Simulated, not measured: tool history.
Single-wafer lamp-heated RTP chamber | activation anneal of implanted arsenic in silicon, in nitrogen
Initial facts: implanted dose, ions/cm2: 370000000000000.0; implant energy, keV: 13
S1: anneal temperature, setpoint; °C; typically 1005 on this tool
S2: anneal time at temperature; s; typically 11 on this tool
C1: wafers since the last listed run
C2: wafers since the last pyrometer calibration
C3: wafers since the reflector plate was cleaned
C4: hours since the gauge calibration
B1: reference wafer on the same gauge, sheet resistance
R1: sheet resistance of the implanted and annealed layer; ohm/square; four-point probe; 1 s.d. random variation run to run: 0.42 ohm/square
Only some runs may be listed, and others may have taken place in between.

{"run": 1, "hour": 0.0, "S1": 997, "S2": 11, "C1": 0, "C2": 4315, "C3": 5934, "C4": 222, "B1": 289.92, "R1": 283.37}
{"run": 2, "hour": 17.2, "S1": 997, "S2": 11, "C1": 190, "C2": 4505, "C3": 6124, "C4": 239.2, "B1": 290.03, "R1": 283.04}
{"run": 3, "hour": 30.6, "S1": 1005, "S2": 11, "C1": 148, "C2": 4654, "C3": 6273, "C4": 252.6, "B1": 290.12, "R1": 281.74}
{"run": 4, "hour": 47.8, "S1": 1012, "S2": 11, "C1": 190, "C2": 4844, "C3": 6463, "C4": 269.8, "B1": 289.85, "R1": 280.13}
{"hour": 58.2, "done": "pyrometer window cleaned and pyrometer calibrated"}
{"run": 5, "hour": 58.7, "S1": 1012, "S2": 11, "C1": 32, "C2": 5, "C3": 6495, "C4": 280.7, "B1": 290.12, "R1": 281.55}
{"run": 6, "hour": 70.6, "S1": 1012, "S2": 11, "C1": 131, "C2": 136, "C3": 6627, "C4": 292.6, "B1": 289.82, "R1": 281.5}
{"run": 7, "hour": 85.8, "S1": 1005, "S2": 11, "C1": 168, "C2": 304, "C3": 6795, "C4": 307.8, "B1": 290.12, "R1": 282.01}
{"run": 8, "hour": 97.7, "S1": 1005, "S2": 11, "C1": 131, "C2": 436, "C3": 6926, "C4": 319.7, "B1": 289.92, "R1": 282.44}
{"run": 9, "hour": 115.2, "S1": 1005, "S2": 11, "C1": 193, "C2": 629, "C3": 7120, "C4": 337.2, "B1": 290.06, "R1": 281.84}
{"run": 10, "hour": 129.6, "S1": 992, "S2": 11, "C1": 159, "C2": 789, "C3": 7279, "C4": 351.6, "B1": 290.1, "R1": 284.22}
{"run": 11, "hour": 139.4, "S1": 992, "S2": 11, "C1": 108, "C2": 897, "C3": 7387, "C4": 361.4, "B1": 290.01, "R1": 284.39}
{"run": 12, "hour": 152.2, "S1": 1005, "S2": 11, "C1": 141, "C2": 1039, "C3": 7529, "C4": 374.2, "B1": 289.88, "R1": 282.87}
{"run": 13, "hour": 166.2, "S1": 1023, "S2": 11, "C1": 154, "C2": 1194, "C3": 7684, "C4": 388.2, "B1": 290.06, "R1": 279.95}
{"run": 14, "hour": 176.3, "S1": 987, "S2": 11, "C1": 111, "C2": 1305, "C3": 7796, "C4": 398.3, "B1": 289.89, "R1": 284.43}
{"run": 15, "hour": 191.3, "S1": 1005, "S2": 9, "C1": 165, "C2": 1471, "C3": 7961, "C4": 413.3, "B1": 290.05, "R1": 283.64}
{"hour": 198.7, "done": "gauge calibrated"}
{"run": 16, "hour": 199.7, "S1": 1005, "S2": 11, "C1": 92, "C2": 1564, "C3": 8054, "C4": 1, "B1": 290.18, "R1": 282.62}
{"run": 17, "hour": 216.1, "S1": 1032, "S2": 15, "C1": 181, "C2": 1745, "C3": 8236, "C4": 17.4, "B1": 289.82, "R1": 275.97}
{"run": 18, "hour": 223.8, "S1": 980, "S2": 11, "C1": 85, "C2": 1831, "C3": 8321, "C4": 25.1, "B1": 289.92, "R1": 285.45}
{"run": 19, "hour": 237.8, "S1": 1005, "S2": 17, "C1": 154, "C2": 1985, "C3": 8476, "C4": 39.1, "B1": 290.07, "R1": 278.91}
{"run": 20, "hour": 250.4, "S1": 977, "S2": 8, "C1": 139, "C2": 2125, "C3": 8615, "C4": 51.7, "B1": 290.29, "R1": 287.1}
{"run": 21, "hour": 267.8, "S1": 1033, "S2": 7, "C1": 192, "C2": 2317, "C3": 8808, "C4": 69.1, "B1": 290.01, "R1": 281.73}
{"run": 22, "hour": 282.4, "S1": 1005, "S2": 11, "C1": 161, "C2": 2479, "C3": 8969, "C4": 83.7, "B1": 290.1, "R1": 281.71}
{"run": 23, "hour": 289.5, "S1": 1022, "S2": 5, "C1": 78, "C2": 2557, "C3": 9048, "C4": 90.8, "B1": 289.93, "R1": 284.9}
{"run": 24, "hour": 299.4, "S1": 980, "S2": 11, "C1": 109, "C2": 2667, "C3": 9157, "C4": 100.7, "B1": 289.94, "R1": 285.49}
{"run": 25, "hour": 314.2, "S1": 977, "S2": 11, "C1": 163, "C2": 2830, "C3": 9321, "C4": 115.5, "B1": 290.15, "R1": 285.36}
{"hour": 324.8, "done": "reflector plate cleaned"}
{"run": 26, "hour": 330.7, "S1": 981, "S2": 16, "C1": 94, "C2": 2924, "C3": 65, "C4": 132, "B1": 290.04, "R1": 282.72}
{"run": 27, "hour": 343.4, "S1": 1005, "S2": 7, "C1": 140, "C2": 3065, "C3": 205, "C4": 144.7, "B1": 290.05, "R1": 285.02}
{"run": 28, "hour": 355.8, "S1": 1033, "S2": 17, "C1": 137, "C2": 3202, "C3": 343, "C4": 157.1, "B1": 289.82, "R1": 273.41}
{"run": 29, "hour": 369.3, "S1": 1005, "S2": 11, "C1": 149, "C2": 3351, "C3": 492, "C4": 170.6, "B1": 289.97, "R1": 281.83}
{"run": 30, "hour": 379.6, "S1": 997, "S2": 6, "C1": 113, "C2": 3465, "C3": 606, "C4": 180.9, "B1": 290.03, "R1": 286.13}
{"run": 31, "hour": 393.6, "S1": 1005, "S2": 11, "C1": 154, "C2": 3620, "C3": 761, "C4": 194.9, "B1": 290.11, "R1": 282.41}
{"run": 32, "hour": 407.9, "S1": 1012, "S2": 11, "C1": 158, "C2": 3778, "C3": 919, "C4": 209.2, "B1": 289.98, "R1": 280.91}
{"run": 33, "hour": 417.5, "S1": 988, "S2": 14, "C1": 106, "C2": 3884, "C3": 1025, "C4": 218.8, "B1": 290.04, "R1": 282.23}
{"run": 34, "hour": 423.8, "S1": 1005, "S2": 11, "C1": 69, "C2": 3954, "C3": 1095, "C4": 225.1, "B1": 289.99, "R1": 281.13}
{"run": 35, "hour": 433.4, "S1": 1023, "S2": 7, "C1": 106, "C2": 4060, "C3": 1201, "C4": 234.7, "B1": 290.05, "R1": 283.45}
{"run": 36, "hour": 444.3, "S1": 1005, "S2": 11, "C1": 120, "C2": 4181, "C3": 1321, "C4": 245.6, "B1": 289.96, "R1": 282.39}
{"run": 37, "hour": 450.4, "S1": 997, "S2": 11, "C1": 67, "C2": 4248, "C3": 1389, "C4": 251.7, "B1": 290.12, "R1": 282.83}

Branching from run 37: 4 alternative next runs. What would each branch give?
{"run": "A", "hour": 450.8, "S1": 1027, "S2": 11, "C1": 4, "C2": 4253, "C3": 1393, "C4": 252.1, "B1": "?", "R1": "?"}
{"run": "B", "hour": 450.8, "S1": 979, "S2": 8, "C1": 4, "C2": 4253, "C3": 1393, "C4": 252.1, "B1": "?", "R1": "?"}
{"run": "C", "hour": 450.8, "S1": 988, "S2": 8, "C1": 4, "C2": 4253, "C3": 1393, "C4": 252.1, "B1": "?", "R1": "?"}
{"run": "D", "hour": 450.8, "S1": 1030, "S2": 11, "C1": 4, "C2": 4253, "C3": 1393, "C4": 252.1, "B1": "?", "R1": "?"}

run=A B1=289.81 R1=278.22
run=B B1=289.81 R1=286.07
run=C B1=289.81 R1=285.14
run=D B1=289.81 R1=277.69
With no hidden state in the tool, these same runs would have given:
run=A R1=279.52
run=B R1=286.93
run=C R1=285.96
run=D R1=279.05

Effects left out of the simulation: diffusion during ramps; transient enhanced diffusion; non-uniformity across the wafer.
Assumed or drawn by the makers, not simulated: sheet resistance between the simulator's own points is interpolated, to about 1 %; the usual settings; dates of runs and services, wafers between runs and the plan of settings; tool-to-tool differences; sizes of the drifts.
